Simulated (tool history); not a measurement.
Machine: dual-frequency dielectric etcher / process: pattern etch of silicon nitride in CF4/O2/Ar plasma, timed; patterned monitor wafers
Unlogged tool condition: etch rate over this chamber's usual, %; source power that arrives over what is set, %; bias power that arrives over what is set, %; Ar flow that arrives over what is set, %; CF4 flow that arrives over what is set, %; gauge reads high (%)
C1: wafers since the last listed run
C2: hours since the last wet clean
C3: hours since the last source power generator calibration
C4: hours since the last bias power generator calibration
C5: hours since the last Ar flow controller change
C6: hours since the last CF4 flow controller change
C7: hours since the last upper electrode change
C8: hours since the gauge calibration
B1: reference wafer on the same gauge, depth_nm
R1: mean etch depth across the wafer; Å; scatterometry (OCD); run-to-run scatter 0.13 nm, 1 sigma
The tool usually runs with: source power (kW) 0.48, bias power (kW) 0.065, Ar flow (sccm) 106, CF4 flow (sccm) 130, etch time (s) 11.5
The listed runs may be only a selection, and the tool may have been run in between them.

{"run": 1, "day": 0.0, "source power (kW)": 0.48, "bias power (kW)": 0.065, "Ar flow (sccm)": 120, "CF4 flow (sccm)": 142, "etch time (s)": 15, "C1": 0, "C2": 34.4, "C3": 1676.5, "C4": 1472.2, "C5": 203.2, "C6": 1036.9, "C7": 4204.6, "C8": 1476.6, "B1": 22.37, "R1": 306.8}
{"run": 2, "day": 2.246, "source power (kW)": 0.6, "bias power (kW)": 0.059, "Ar flow (sccm)": 115, "CF4 flow (sccm)": 130, "etch time (s)": 11.5, "C1": 1150, "C2": 88.3, "C3": 1730.4, "C4": 1526.1, "C5": 257.1, "C6": 1090.8, "C7": 4258.5, "C8": 1530.5, "B1": 22.38, "R1": 272.3}
{"day": 3.429, "done": "source power generator calibrated"}
{"run": 3, "day": 5.0, "source power (kW)": 0.38, "bias power (kW)": 0.074, "Ar flow (sccm)": 131, "CF4 flow (sccm)": 130, "etch time (s)": 11.5, "C1": 1325, "C2": 154.4, "C3": 37.7, "C4": 1592.2, "C5": 323.2, "C6": 1156.9, "C7": 4324.6, "C8": 1596.6, "B1": 22.43, "R1": 199.3}
{"day": 6.179, "done": "bias power generator calibrated"}
{"run": 4, "day": 7.046, "source power (kW)": 0.6, "bias power (kW)": 0.065, "Ar flow (sccm)": 117, "CF4 flow (sccm)": 113, "etch time (s)": 11.5, "C1": 962, "C2": 203.5, "C3": 86.8, "C4": 20.8, "C5": 372.3, "C6": 1206, "C7": 4373.7, "C8": 1645.7, "B1": 22.42, "R1": 280.3}
{"run": 5, "day": 8.854, "source power (kW)": 0.48, "bias power (kW)": 0.065, "Ar flow (sccm)": 96, "CF4 flow (sccm)": 130, "etch time (s)": 12.5, "C1": 926, "C2": 246.9, "C3": 130.2, "C4": 64.2, "C5": 415.7, "C6": 1249.4, "C7": 4417.1, "C8": 1689.1, "B1": 22.42, "R1": 264.3}
{"run": 6, "day": 10.55, "source power (kW)": 0.42, "bias power (kW)": 0.065, "Ar flow (sccm)": 106, "CF4 flow (sccm)": 130, "etch time (s)": 11.5, "C1": 868, "C2": 287.6, "C3": 170.9, "C4": 104.9, "C5": 456.4, "C6": 1290.1, "C7": 4457.8, "C8": 1729.8, "B1": 22.38, "R1": 212.6}
{"run": 7, "day": 13.517, "source power (kW)": 0.48, "bias power (kW)": 0.065, "Ar flow (sccm)": 106, "CF4 flow (sccm)": 130, "etch time (s)": 11.5, "C1": 1519, "C2": 358.8, "C3": 242.1, "C4": 176.1, "C5": 527.6, "C6": 1361.3, "C7": 4529, "C8": 1801, "B1": 22.36, "R1": 241.8}
{"run": 8, "day": 16.188, "source power (kW)": 0.48, "bias power (kW)": 0.065, "Ar flow (sccm)": 106, "CF4 flow (sccm)": 144, "etch time (s)": 11.5, "C1": 1367, "C2": 422.9, "C3": 306.2, "C4": 240.2, "C5": 591.7, "C6": 1425.4, "C7": 4593.1, "C8": 1865.1, "B1": 22.41, "R1": 247.7}
{"run": 9, "day": 18.462, "source power (kW)": 0.48, "bias power (kW)": 0.065, "Ar flow (sccm)": 106, "CF4 flow (sccm)": 130, "etch time (s)": 11.5, "C1": 1165, "C2": 477.5, "C3": 360.8, "C4": 294.8, "C5": 646.3, "C6": 1480, "C7": 4647.7, "C8": 1919.7, "B1": 22.4, "R1": 246.6}
{"run": 10, "day": 20.542, "source power (kW)": 0.48, "bias power (kW)": 0.065, "Ar flow (sccm)": 96, "CF4 flow (sccm)": 130, "etch time (s)": 12.5, "C1": 1064, "C2": 527.4, "C3": 410.7, "C4": 344.7, "C5": 696.2, "C6": 1529.9, "C7": 4697.6, "C8": 1969.6, "B1": 22.37, "R1": 269}
{"day": 22.762, "done": "wet clean of the chamber"}
{"run": 11, "day": 22.783, "source power (kW)": 0.48, "bias power (kW)": 0.065, "Ar flow (sccm)": 85, "CF4 flow (sccm)": 130, "etch time (s)": 10, "C1": 635, "C2": 0.5, "C3": 464.5, "C4": 398.5, "C5": 750, "C6": 1583.7, "C7": 4751.4, "C8": 2023.4, "B1": 22.4, "R1": 207.2}
{"run": 12, "day": 23.646, "source power (kW)": 0.43, "bias power (kW)": 0.08, "Ar flow (sccm)": 106, "CF4 flow (sccm)": 130, "etch time (s)": 9, "C1": 441, "C2": 21.2, "C3": 485.2, "C4": 419.2, "C5": 770.7, "C6": 1604.4, "C7": 4772.1, "C8": 2044.1, "B1": 22.4, "R1": 181.9}
{"day": 23.762, "done": "gauge calibrated"}
{"day": 25.758, "done": "upper electrode replaced"}
{"day": 26.462, "done": "CF4 flow controller replaced"}
{"run": 13, "day": 26.483, "source power (kW)": 0.48, "bias power (kW)": 0.061, "Ar flow (sccm)": 106, "CF4 flow (sccm)": 130, "etch time (s)": 13, "C1": 813, "C2": 89.3, "C3": 553.3, "C4": 487.3, "C5": 838.8, "C6": 0.5, "C7": 17.4, "C8": 65.3, "B1": 22.38, "R1": 259.3}
{"run": 14, "day": 28.854, "source power (kW)": 0.48, "bias power (kW)": 0.06, "Ar flow (sccm)": 106, "CF4 flow (sccm)": 130, "etch time (s)": 9.5, "C1": 1214, "C2": 146.2, "C3": 610.2, "C4": 544.2, "C5": 895.7, "C6": 57.4, "C7": 74.3, "C8": 122.2, "B1": 22.39, "R1": 189.6}
{"run": 15, "day": 30.279, "source power (kW)": 0.48, "bias power (kW)": 0.057, "Ar flow (sccm)": 123, "CF4 flow (sccm)": 130, "etch time (s)": 11.5, "C1": 729, "C2": 180.4, "C3": 644.4, "C4": 578.4, "C5": 929.9, "C6": 91.6, "C7": 108.5, "C8": 156.4, "B1": 22.41, "R1": 221.7}
{"run": 16, "day": 33.104, "source power (kW)": 0.41, "bias power (kW)": 0.065, "Ar flow (sccm)": 106, "CF4 flow (sccm)": 130, "etch time (s)": 11.5, "C1": 1446, "C2": 248.2, "C3": 712.2, "C4": 646.2, "C5": 997.7, "C6": 159.4, "C7": 176.3, "C8": 224.2, "B1": 22.4, "R1": 207.3}
{"run": 17, "day": 40.017, "source power (kW)": 0.48, "bias power (kW)": 0.065, "Ar flow (sccm)": 106, "CF4 flow (sccm)": 153, "etch time (s)": 10, "C1": 3540, "C2": 414.1, "C3": 878.1, "C4": 812.1, "C5": 1163.6, "C6": 325.3, "C7": 342.2, "C8": 390.1, "B1": 22.41, "R1": 214.2}
{"day": 42.079, "done": "wet clean of the chamber"}
{"run": 18, "day": 42.1, "source power (kW)": 0.48, "bias power (kW)": 0.065, "Ar flow (sccm)": 118, "CF4 flow (sccm)": 130, "etch time (s)": 11.5, "C1": 554, "C2": 0.5, "C3": 928.1, "C4": 862.1, "C5": 1213.6, "C6": 375.3, "C7": 392.2, "C8": 440.1, "B1": 22.4, "R1": 235.9}

What does the tool deliver on the next run?
{"run": 19, "day": 44.05, "source power (kW)": 0.52, "bias power (kW)": 0.065, "Ar flow (sccm)": 123, "CF4 flow (sccm)": 119, "etch time (s)": 9.5, "C1": 998, "C2": 47.3, "C3": 974.9, "C4": 908.9, "C5": 1260.4, "C6": 422.1, "C7": 439, "C8": 486.9, "B1": "?", "R1": "?"}

Run 19 produced B1 22.41, R1 204.5 Å.
Without the tool's hidden state the same run would have given R1 201.9 Å.

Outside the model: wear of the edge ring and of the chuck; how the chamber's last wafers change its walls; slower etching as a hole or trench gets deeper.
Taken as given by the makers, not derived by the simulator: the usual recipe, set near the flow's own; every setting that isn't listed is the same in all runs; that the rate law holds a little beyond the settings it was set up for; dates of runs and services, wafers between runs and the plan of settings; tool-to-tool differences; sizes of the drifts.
